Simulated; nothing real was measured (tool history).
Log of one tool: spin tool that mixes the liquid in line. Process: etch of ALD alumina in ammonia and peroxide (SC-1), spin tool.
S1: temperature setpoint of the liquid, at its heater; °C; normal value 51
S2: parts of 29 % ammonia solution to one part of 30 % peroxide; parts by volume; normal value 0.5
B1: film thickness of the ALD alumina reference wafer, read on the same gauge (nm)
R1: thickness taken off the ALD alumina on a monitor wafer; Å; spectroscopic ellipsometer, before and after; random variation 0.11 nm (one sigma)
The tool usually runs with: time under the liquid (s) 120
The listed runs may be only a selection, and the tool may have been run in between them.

Run 1, hour 0: usual settings; B1 99.98. Result: R1 95.2 Å.
Run 2, hour 25: usual settings; B1 99.98. Result: R1 95.9 Å.
Run 3, hour 87.6: usual settings; B1 99.96. Result: R1 95.2 Å.
Run 4, hour 150.5: usual settings; B1 100. Result: R1 94.7 Å.
Run 5, hour 177.8: usual settings but S2 0.45 parts by volume; B1 100.01. Result: R1 94.5 Å.
Run 6, hour 263.9: usual settings but S2 0.45 parts by volume; B1 100. Result: R1 93.1 Å.
Run 7, hour 295.8: usual settings but S2 0.45 parts by volume; B1 100.01. Result: R1 92.5 Å.
Run 8, hour 328.1: usual settings but S1 43 °C; B1 99.95. Result: R1 59.6 Å.
Run 9, hour 381.7: usual settings; B1 100.04. Result: R1 91 Å.
Run 10, hour 415.8: usual settings; B1 100.01. Result: R1 93.8 Å.
At hour 434.8: heated supply line repaired.
Run 11, hour 472: usual settings; B1 100.01. Result: R1 116.8 Å.
At hour 531.7: new drum of ammonia solution connected.
Run 12, hour 542.7: usual settings but S1 60 °C; B1 99.99. Result: R1 189.2 Å.
At hour 575.2: ammonia flow meter replaced.
Run 13, hour 606.6: usual settings but S2 0.35 parts by volume, time under the liquid (s) 90; B1 99.99. Result: R1 84.4 Å.
At hour 627.6: thermometer replaced.
Run 14, hour 642: usual settings but S1 42 °C, time under the liquid (s) 85; B1 100.05. Result: R1 49.8 Å.
At hour 652.8: gauge calibrated.
Run 15, hour 697.7: usual settings but S1 43 °C; B1 99.99. Result: R1 74.1 Å.
Run 16, hour 746.3: usual settings but S2 0.35 parts by volume; B1 100. Result: R1 112.7 Å.
Run 17, hour 783.8: usual settings; B1 99.99. Result: R1 116.3 Å.
Run 18, hour 833: usual settings but S2 0.35 parts by volume; B1 100. Result: R1 112.3 Å.
Run 19, hour 864.3: usual settings but S1 47 °C, time under the liquid (s) 60; B1 99.98. Result: R1 45.9 Å.
Run 20, hour 922.4: usual settings but S1 57.5 °C, S2 0.6 parts by volume, time under the liquid (s) 90; B1 99.95. Result: R1 123.9 Å.
Run 21, hour 972.9: usual settings but S1 56 °C, S2 0.7 parts by volume, time under the liquid (s) 150; B1 100. Result: R1 192.6 Å.
Run 22, hour 1011.7: usual settings but S1 47 °C, S2 0.25 parts by volume, time under the liquid (s) 60; B1 100. Result: R1 43.1 Å.

3 options for the next run, each taken on its own from the tool as it stands now. Forecast them:
Run A, hour 1012.1: usual settings; B1 ?. Result: R1 ?.
Run B, hour 1012.1: usual settings but S1 41 °C; B1 ?. Result: R1 ?.
Run C, hour 1012.1: usual settings but S2 0.7 parts by volume; B1 ?. Result: R1 ?.

run     B1     R1
  A  99.99  114.3
  B  99.99   64.7
  C  99.99    118
Take away the tool's hidden state, keep each run's random variation, and the runs would have read:
run     R1
  A    119
  B   67.6
  C  122.8

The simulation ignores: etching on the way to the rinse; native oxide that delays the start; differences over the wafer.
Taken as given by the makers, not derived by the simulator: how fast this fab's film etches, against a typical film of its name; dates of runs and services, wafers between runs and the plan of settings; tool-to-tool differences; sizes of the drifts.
